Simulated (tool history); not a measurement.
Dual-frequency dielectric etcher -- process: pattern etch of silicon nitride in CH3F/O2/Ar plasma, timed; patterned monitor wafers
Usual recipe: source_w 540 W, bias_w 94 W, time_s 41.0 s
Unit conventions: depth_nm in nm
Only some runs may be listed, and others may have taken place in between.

run   hour  source_w  bias_w  time_s  wafers since the last listed run  hours since the last wet clean  hours since the last source power generator calibration  hours since the last bias power generator calibration  hours since the last upper electrode change  hours since the gauge calibration  read-back reference wafer on the same gauge, depth_nm  depth_nm
  1    0.0       540      94    41.0                                 0                           176.3                                                   1427.6                                                 3328.0                                       2920.5                              133.6                                                  26.59     33.05
  2   24.3       540      94    41.0                               392                           200.6                                                   1451.9                                                 3352.3                                       2944.8                              157.9                                                  26.59     33.06
  3   67.8       540      94    41.0                               703                           244.1                                                   1495.4                                                 3395.8                                       2988.3                              201.4                                                  26.61     33.07
  4  137.8       540      88    41.0                              1131                           314.1                                                   1565.4                                                 3465.8                                       3058.3                              271.4                                                  26.59     32.14
  5  167.4       540      88    41.0                               478                           343.7                                                   1595.0                                                 3495.4                                       3087.9                              301.0                                                  26.59     32.15
  6  212.4       540     112    41.0                               727                           388.7                                                   1640.0                                                 3540.4                                       3132.9                              346.0                                                  26.59     36.06
  7  240.1       540      94    41.0                               447                           416.4                                                   1667.7                                                 3568.1                                       3160.6                              373.7                                                  26.60     33.28
     253.2  -- bias power generator calibrated
  8  332.6       590     106    51.0                              1430                           508.9                                                   1760.2                                                   79.4                                       3253.1                              466.2                                                  26.60     45.01
     389.5  -- wet clean of the chamber
  9  390.0       640     116    50.0                               539                             0.5                                                   1817.6                                                  136.8                                       3310.5                              523.6                                                  26.59     45.99
     437.8  -- source power generator calibrated
 10  438.3       600      82    47.0                               715                            48.8                                                      0.5                                                  185.1                                       3358.8                              571.9                                                  26.60     36.81
 11  472.7       540     108    41.0                               555                            83.2                                                     34.9                                                  219.5                                       3393.2                              606.3                                                  26.61     35.53
 12  499.4       540      94    41.0                               431                           109.9                                                     61.6                                                  246.2                                       3419.9                              633.0                                                  26.60     33.37
 13  538.8       540      94    48.0                               636                           149.3                                                    101.0                                                  285.6                                       3459.3                              672.4                                                  26.60     39.00
     610.1  -- upper electrode replaced
 14  610.6       590     100    32.5                               772                           221.1                                                    172.8                                                  357.4                                          0.5                              744.2                                                  26.60     27.94
     626.0  -- gauge calibrated
 15  802.2       590      94    50.0                              3096                           412.7                                                    364.4                                                  549.0                                        192.1                              176.2                                                  26.60     41.94

Predict each of these 5 candidate next runs independently; none follows another, all start after run 15:
  A  802.6       540     104    41.0                                 6                           413.1                                                    364.8                                                  549.4                                        192.5                              176.6                                                      ?         ?
  B  802.6       420      70    32.5                                 6                           413.1                                                    364.8                                                  549.4                                        192.5                              176.6                                                      ?         ?
  C  802.6       540      94    31.5                                 6                           413.1                                                    364.8                                                  549.4                                        192.5                              176.6                                                      ?         ?
  D  802.6       460     103    32.0                                 6                           413.1                                                    364.8                                                  549.4                                        192.5                              176.6                                                      ?         ?
  E  802.6       410     117    52.5                                 6                           413.1                                                    364.8                                                  549.4                                        192.5                              176.6                                                      ?         ?

run  read-back reference wafer on the same gauge, depth_nm  depth_nm
  A                                                  26.61     35.23
  B                                                  26.61     21.80
  C                                                  26.61     25.84
  D                                                  26.61     26.30
  E                                                  26.61     44.53
The same runs, with their run-to-run variation unchanged, on a tool lacking any hidden condition would have given:
run  depth_nm
  A     34.92
  B     21.61
  C     25.61
  D     26.06
  E     44.13
